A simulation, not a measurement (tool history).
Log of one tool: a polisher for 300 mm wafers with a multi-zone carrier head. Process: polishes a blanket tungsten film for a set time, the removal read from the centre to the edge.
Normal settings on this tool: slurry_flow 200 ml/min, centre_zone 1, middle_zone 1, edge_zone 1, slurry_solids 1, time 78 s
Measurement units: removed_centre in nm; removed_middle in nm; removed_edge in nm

run	hour	slurry_flow	centre_zone	middle_zone	edge_zone	slurry_solids	time	incoming thickness of the incoming film, nm	removed_centre	removed_middle	removed_edge
1	0	200	1	1	1	1	78	909.3	261.3	280.8	294.1
# hour 12.7: worn pad replaced by a new one
2	16.7	200	1	1	1	1	78	909	276.4	295.3	312.8
3	26.5	200	1	1	1	1	78	899.5	269.3	288.1	307.7
# hour 32.8: centre zone pressure recalibrated
4	39.1	200	1.06	1	1	1	78	896	317.4	286.9	301.9
# hour 49.1: slurry nozzle cleaned
5	49.6	200	1.06	1	1	1	78	913.1	314.5	284.4	305.3
6	71.6	200	1	1	1	1	78	905.6	293.7	278.7	298.2
7	87.4	200	1	1	1	1	78	916.2	285.9	283.2	302.9
8	94.4	220	1	0.89	1.04	1.1	78	920.3	296.9	262.6	306.5
9	102	200	1	1	1	1	78	899.3	284.7	279.4	292
# hour 109.3: worn pad replaced by a new one
10	118.9	200	1	1	1	1	89	923.5	333.9	328.6	348.9
11	125.3	200	0.88	1	1.09	1.25	52	915	180.7	203.5	224.6
12	132.6	200	1	1	0.9	1.15	91	916	362.4	350.4	351.6
13	144.6	200	1	1	1	1	78	909.4	291.7	283.9	304.3
14	159	200	1	1	1	1	78	910.5	289.6	278.4	300.5

Expected results for the next run?
15	173.3	200	1.06	1	1	1	67	911.7	?	?	?

{"run 15": {"removed_centre": 259.2, "removed_middle": 237.7, "removed_edge": 251.2}}
Minus the tool's unlogged condition, the same run would have read removed_centre 277.1 nm, removed_middle 247.9 nm, removed_edge 262 nm.
